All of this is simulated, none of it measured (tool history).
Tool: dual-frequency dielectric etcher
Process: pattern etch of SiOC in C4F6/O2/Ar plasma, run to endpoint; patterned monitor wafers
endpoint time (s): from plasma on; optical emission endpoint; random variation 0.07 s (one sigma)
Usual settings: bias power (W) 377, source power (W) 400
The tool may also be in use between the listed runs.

run   hour  bias power (W)  source power (W)  wafers since the last listed run  hours since the last wet clean  hours since the last bias power generator calibration  hours since the last source power generator calibration  hours since the last upper electrode change  incoming incoming film thickness, nm  endpoint time (s)
  1      0             377               400                                 0                           209.3                                                 3542.9                                                   2644.9                                       3324.8                                  50.4               19.1
  2   15.8             377               400                               364                           225.1                                                 3558.7                                                   2660.7                                       3340.6                                  50.2                 19
  3   21.9             377               400                               140                           231.2                                                 3564.8                                                   2666.8                                       3346.7                                    51               19.1
  4   28.9             377               400                               161                           238.2                                                 3571.8                                                   2673.8                                       3353.7                                  50.6               19.1
  5   35.2             377               400                               145                           244.5                                                 3578.1                                                   2680.1                                         3360                                  50.6               19.1
  6   83.4             377               400                              1112                           292.7                                                 3626.3                                                   2728.3                                       3408.2                                  50.6               19.1
  7  101.4             358               400                               415                           310.7                                                 3644.3                                                   2746.3                                       3426.2                                  50.5               19.4
  8  122.8             358               400                               493                           332.1                                                 3665.7                                                   2767.7                                       3447.6                                  50.3               19.2
  9  140.6             439               450                               410                           349.9                                                 3683.5                                                   2785.5                                       3465.4                                  50.9               17.6
     164.5  -- bias power generator calibrated
     178.7  -- source power generator calibrated
     182.1  -- upper electrode replaced
     206.2  -- wet clean of the chamber
 10  206.7             439               450                               710                             0.5                                                   42.2                                                       28                                         24.6                                  50.3               17.6
 11    207             439               450                                 6                             0.8                                                   42.5                                                     28.3                                         24.9                                  50.5               17.6
 12  207.3             377               400                                 6                             1.1                                                   42.8                                                     28.6                                         25.2                                  50.7               19.3
 13  207.6             377               400                                 6                             1.4                                                   43.1                                                     28.9                                         25.5                                  50.5               19.2
 14  212.1             283               400                               103                             5.9                                                   47.6                                                     33.4                                           30                                  51.1               21.4

Run 15 comes next. What will it give?
 15  227.3             429               320                               350                            21.1                                                   62.8                                                     48.6                                         45.2                                  50.8                  ?

{"run 15": {"endpoint time (s)": 20.1}}
Without the tool's hidden state the same run would have given endpoint time (s) 20.2.

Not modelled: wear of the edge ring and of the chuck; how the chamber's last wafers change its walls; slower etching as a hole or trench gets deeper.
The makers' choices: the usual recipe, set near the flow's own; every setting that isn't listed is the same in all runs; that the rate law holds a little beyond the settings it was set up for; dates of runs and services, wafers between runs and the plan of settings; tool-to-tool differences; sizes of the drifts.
